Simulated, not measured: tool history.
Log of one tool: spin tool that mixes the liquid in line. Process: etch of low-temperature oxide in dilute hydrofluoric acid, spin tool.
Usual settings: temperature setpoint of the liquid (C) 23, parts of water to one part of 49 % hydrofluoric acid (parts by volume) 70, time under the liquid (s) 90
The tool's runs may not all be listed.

run     day  temperature setpoint of the liquid (C)  parts of water to one part of 49 % hydrofluoric acid (parts by volume)  time under the liquid (s)  read-back film thickness of the low-temperature oxide reference wafer, read on the same gauge (nm)  thickness taken off the low-temperature oxide on a monitor wafer (nm)
  1       0                                      23                                                                      70                        100                                                                                              139.98                                                                  33.88
  2     0.5                                      23                                                                      70                         90                                                                                              139.98                                                                  30.38
  3   1.971                                      23                                                                      70                         90                                                                                                 140                                                                  30.81
  4   2.904                                      23                                                                      85                         70                                                                                              140.02                                                                  19.31
  5   3.438                                      23                                                                      85                         70                                                                                                 140                                                                  19.34
  6   4.146                                    19.5                                                                      70                         90                                                                                              140.01                                                                  26.72
  7   4.846                                    19.5                                                                      70                         90                                                                                              140.04                                                                  27.17
  8   5.279                                    19.5                                                                      70                         90                                                                                              140.01                                                                  26.51
  9   5.754                                    24.5                                                                      90                         90                                                                                                 140                                                                  25.16
 10   6.229                                    24.5                                                                      90                         90                                                                                              139.98                                                                  24.65
 11    6.55                                    24.5                                                                      90                         90                                                                                              140.01                                                                  25.24
 12   7.271                                      23                                                                      70                         90                                                                                              140.01                                                                  31.14
 13   7.746                                      23                                                                      70                         90                                                                                              140.01                                                                  31.06
 14   8.088                                      23                                                                      70                         75                                                                                              139.99                                                                  26.17
      8.092  -- gauge calibrated
 15   8.438                                      23                                                                      70                         75                                                                                              140.02                                                                  26.02
 16   8.767                                      23                                                                      85                         45                                                                                              140.01                                                                   12.7
 17   9.396                                      19                                                                      70                         90                                                                                              139.99                                                                  26.68
 18   9.704                                    26.5                                                                      85                        135                                                                                                 140                                                                  43.91
 19   9.988                                      19                                                                      70                         45                                                                                              140.03                                                                  13.22
 20  10.429                                    20.5                                                                      85                        120                                                                                              140.04                                                                  30.71
 21  10.717                                    26.5                                                                      85                        135                                                                                                 140                                                                  43.55
 22  10.983                                      23                                                                      90                         90                                                                                              139.97                                                                  23.94
       11.1  -- hydrofluoric acid flow meter replaced
 23  11.288                                      23                                                                      70                         90                                                                                              140.01                                                                   27.9
     11.346  -- thermometer replaced
 24  11.771                                      23                                                                      70                         90                                                                                              139.98                                                                  25.54
 25  12.117                                      20                                                                      70                         90                                                                                              140.01                                                                  22.57
 26  12.379                                      23                                                                      70                         90                                                                                              140.01                                                                  25.89
 27  12.754                                      25                                                                      70                        145                                                                                              139.99                                                                   44.7
 28  13.058                                      23                                                                      70                         90                                                                                              140.01                                                                  25.75
 29  13.517                                      23                                                                      95                        120                                                                                                 140                                                                  24.15
 30  14.088                                      28                                                                      50                         50                                                                                                 140                                                                  25.02

Run 31 comes next. What will it give?
 31  14.788                                      18                                                                      70                         90                                                                                                   ?                                                                      ?

{"run 31": {"read-back film thickness of the low-temperature oxide reference wafer, read on the same gauge (nm)": 140.01, "thickness taken off the low-temperature oxide on a monitor wafer (nm)": 20.94}}
Without the tool's hidden state the same run would have given thickness taken off the low-temperature oxide on a monitor wafer (nm) 20.45.

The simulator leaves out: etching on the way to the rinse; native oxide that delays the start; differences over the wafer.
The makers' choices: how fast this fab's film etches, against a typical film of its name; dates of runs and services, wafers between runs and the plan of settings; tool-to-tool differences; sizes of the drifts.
